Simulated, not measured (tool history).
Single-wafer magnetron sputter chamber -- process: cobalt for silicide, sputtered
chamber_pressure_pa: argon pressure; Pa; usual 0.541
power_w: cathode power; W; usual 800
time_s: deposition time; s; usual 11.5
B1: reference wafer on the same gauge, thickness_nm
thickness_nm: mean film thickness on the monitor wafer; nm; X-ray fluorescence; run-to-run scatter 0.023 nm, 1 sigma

Run 1, hour 0: usual settings but power_w 850 W; B1 4.798. Result: thickness_nm 4.364 nm.
At hour 3.4: sputter target and shields replaced.
Run 2, hour 44: usual settings but power_w 850 W; B1 4.799. Result: thickness_nm 4.532 nm.
Run 3, hour 66.4: usual settings; B1 4.802. Result: thickness_nm 4.255 nm.
Run 4, hour 80.6: usual settings; B1 4.797. Result: thickness_nm 4.178 nm.
Run 5, hour 87.6: usual settings; B1 4.8. Result: thickness_nm 4.225 nm.
At hour 101.1: gauge calibrated.
Run 6, hour 103.5: usual settings but power_w 700 W; B1 4.797. Result: thickness_nm 3.711 nm.
Run 7, hour 110.2: usual settings but power_w 700 W; B1 4.806. Result: thickness_nm 3.699 nm.
Run 8, hour 128: usual settings but chamber_pressure_pa 0.468 Pa; B1 4.796. Result: thickness_nm 4.281 nm.
Run 9, hour 141.8: usual settings but chamber_pressure_pa 0.468 Pa; B1 4.8. Result: thickness_nm 4.237 nm.
Run 10, hour 155: usual settings; B1 4.797. Result: thickness_nm 4.154 nm.
Run 11, hour 165.8: usual settings; B1 4.797. Result: thickness_nm 4.144 nm.
Run 12, hour 179.8: usual settings but time_s 12.3 s; B1 4.8. Result: thickness_nm 4.473 nm.
Run 13, hour 193.2: usual settings but chamber_pressure_pa 0.356 Pa; B1 4.802. Result: thickness_nm 4.404 nm.
At hour 205.2: capacitance manometer re-zeroed and calibrated.
Run 14, hour 207.8: usual settings; B1 4.797. Result: thickness_nm 4.14 nm.
At hour 216.4: magnet pack replaced.
At hour 221.6: sputter target and shields replaced.
Run 15, hour 223.8: usual settings but power_w 650 W, time_s 9.5 s; B1 4.802. Result: thickness_nm 2.967 nm.
Run 16, hour 238.8: usual settings; B1 4.797. Result: thickness_nm 4.334 nm.
Run 17, hour 256: usual settings; B1 4.805. Result: thickness_nm 4.298 nm.
Run 18, hour 273.8: usual settings but chamber_pressure_pa 0.753 Pa, power_w 650 W, time_s 12.9 s; B1 4.799. Result: thickness_nm 3.688 nm.
Run 19, hour 284.2: usual settings but power_w 950 W; B1 4.801. Result: thickness_nm 4.98 nm.
Run 20, hour 299.7: usual settings; B1 4.796. Result: thickness_nm 4.219 nm.
Run 21, hour 312.2: usual settings but chamber_pressure_pa 0.388 Pa, power_w 650 W, time_s 9.4 s; B1 4.801. Result: thickness_nm 2.995 nm.
Run 22, hour 328.6: usual settings but chamber_pressure_pa 0.678 Pa; B1 4.806. Result: thickness_nm 3.975 nm.

Selected run-to-run steps in thickness_nm, each split into two signed amounts: the part the tool would show with no hidden state at all (from settings, incoming material and random variation), and the remainder, which goes to the hidden state together with any gauge scatter not common to the measured and the hidden-state-free results:
The hidden state here: deposition rate above that of a new target (%); true argon pressure above the setpoint (%); gauge reads high (%).
Run 1 -> 2: sputter target and shields replaced. thickness_nm +0.168 nm: hidden state +0.146, all else +0.022.
Run 14 -> 15: power_w 800 -> 650, time_s 11.5 -> 9.5, magnet pack replaced, sputter target and shields replaced. thickness_nm -1.173 nm: hidden state +0.242, all else -1.415.
Run 15 -> 16: power_w 650 -> 800, time_s 9.5 -> 11.5. thickness_nm +1.367 nm: hidden state -0.056, all else +1.423.
Run 18 -> 19: chamber_pressure_pa 0.753 -> 0.541, power_w 650 -> 950, time_s 12.9 -> 11.5. thickness_nm +1.292 nm: hidden state -0.069, all else +1.361.

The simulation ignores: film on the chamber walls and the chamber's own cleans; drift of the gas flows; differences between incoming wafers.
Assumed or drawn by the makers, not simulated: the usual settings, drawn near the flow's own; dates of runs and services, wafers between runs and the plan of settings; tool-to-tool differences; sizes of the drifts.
